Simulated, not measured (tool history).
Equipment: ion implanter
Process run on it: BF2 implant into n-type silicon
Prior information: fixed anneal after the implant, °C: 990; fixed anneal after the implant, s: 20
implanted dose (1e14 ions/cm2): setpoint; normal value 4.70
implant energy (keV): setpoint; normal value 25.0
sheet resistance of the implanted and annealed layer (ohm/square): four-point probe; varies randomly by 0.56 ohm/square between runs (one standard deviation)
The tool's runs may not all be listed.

run,day,implanted dose (1e14 ions/cm2),implant energy (keV),wafers since the last listed run,hours since the last dose calibration,hours since the extraction supply was calibrated,hours since the gauge calibration,"read-back reference wafer on the same gauge, sheet resistance",sheet resistance of the implanted and annealed layer (ohm/square)
1,0.000,3.67,31.0,0,762.7,2453.8,253.4,247.18,298.45
2,0.583,3.60,25.0,336,776.7,2467.8,267.4,247.00,313.22
3,1.175,3.60,25.0,340,790.9,2482.0,281.6,246.89,311.65
4,1.629,4.70,22.5,261,801.8,2492.9,292.5,247.03,262.30
5,2.125,4.70,22.5,285,813.7,2504.8,304.4,247.16,261.70
6,2.467,4.70,22.5,196,821.9,2513.0,312.6,247.00,261.63
7,2.983,5.72,21.0,297,834.3,2525.4,325.0,246.76,238.23
8,3.517,4.70,30.5,307,847.1,2538.2,337.8,247.17,245.70
# day 4.046: Faraday cup replaced and dose calibrated
9,4.067,4.70,25.0,124,0.5,2551.4,351.0,246.94,251.09
10,4.204,4.70,20.5,79,3.8,2554.7,354.3,246.70,263.88
11,4.508,4.70,20.5,175,11.1,2562.0,361.6,246.93,263.83
12,5.096,4.70,20.5,338,25.2,2576.1,375.7,247.22,263.28
13,5.792,4.70,25.0,400,41.9,2592.8,392.4,246.99,250.12
# day 6.417: Faraday cup replaced and dose calibrated, repeated, since the last time left the tool worse
14,6.438,4.70,25.0,180,0.5,2608.3,407.9,247.06,261.34
15,6.629,4.70,25.0,110,5.1,2612.9,412.5,247.14,262.10
# day 7.133: extraction supply calibrated
16,7.154,4.70,25.0,110,17.7,0.5,425.1,246.93,261.66
17,7.333,3.57,25.0,103,22.0,4.8,429.4,246.74,322.26
18,7.804,4.70,27.5,271,33.3,16.1,440.7,247.11,256.24
19,8.329,4.70,25.0,302,45.9,28.7,453.3,247.13,260.86
20,8.800,4.70,27.5,271,57.2,40.0,464.6,246.77,254.84
21,9.071,4.70,25.0,156,63.7,46.5,471.1,247.07,261.37
22,9.721,4.70,25.0,374,79.3,62.1,486.7,247.29,260.19
23,10.012,4.70,25.0,168,86.3,69.1,493.7,247.05,260.55
24,10.371,3.56,28.0,206,94.9,77.7,502.3,247.05,317.57
25,10.721,3.93,25.0,201,103.3,86.1,510.7,247.09,297.97
26,11.100,4.70,32.5,218,112.4,95.2,519.8,247.14,247.90
27,11.479,4.70,28.5,218,121.5,104.3,528.9,247.27,253.36
28,11.992,3.45,20.0,295,133.8,116.6,541.2,247.25,338.51
29,12.346,5.59,31.0,204,142.3,125.1,549.7,247.18,218.35
# day 12.471: gauge calibrated
30,13.025,4.70,25.0,391,158.6,141.4,13.3,246.96,259.77
31,13.512,4.70,25.0,280,170.3,153.1,25.0,246.96,258.59
32,13.862,5.80,29.0,201,178.7,161.5,33.4,247.00,216.35
33,14.454,3.79,27.5,340,192.9,175.7,47.6,246.98,299.92
34,14.875,4.70,21.5,242,203.0,185.8,57.7,247.21,267.11
35,15.358,4.70,32.0,278,214.6,197.4,69.3,246.97,247.28
36,15.971,3.88,27.5,352,229.3,212.1,84.0,246.92,294.30
37,16.488,5.96,33.5,297,241.7,224.5,96.4,247.19,204.51

For each entry between runs, how does the tool's hidden state at the last listed run before it compare with that at the first listed run after it?
After run 8, before run 9: Faraday cup replaced and dose calibrated (day 4.046)
  deviation of the true dose from the Faraday cup's reading, %: 3.33 -> 5.85
  measured result minus the result with no hidden state, sheet resistance of the implanted and annealed layer (ohm/square): -6.34 -> -10.11
After run 13, before run 14: Faraday cup replaced and dose calibrated, repeated, since the last time left the tool worse (day 6.417)
  deviation of the true dose from the Faraday cup's reading, %: 6.34 -> -0.22
  measured result minus the result with no hidden state, sheet resistance of the implanted and annealed layer (ohm/square): -10.89 -> +0.40
After run 15, before run 16: extraction supply calibrated (day 7.133)
  deviation of the true dose from the Faraday cup's reading, %: -0.162 -> -0.0071
  measured result minus the result with no hidden state, sheet resistance of the implanted and annealed layer (ohm/square): +0.30 -> +0.01
After run 29, before run 30: gauge calibrated (day 12.471)
  deviation of the true dose from the Faraday cup's reading, %: 1.22 -> 1.35
  measured result minus the result with no hidden state, sheet resistance of the implanted and annealed layer (ohm/square): -1.85 -> -2.47

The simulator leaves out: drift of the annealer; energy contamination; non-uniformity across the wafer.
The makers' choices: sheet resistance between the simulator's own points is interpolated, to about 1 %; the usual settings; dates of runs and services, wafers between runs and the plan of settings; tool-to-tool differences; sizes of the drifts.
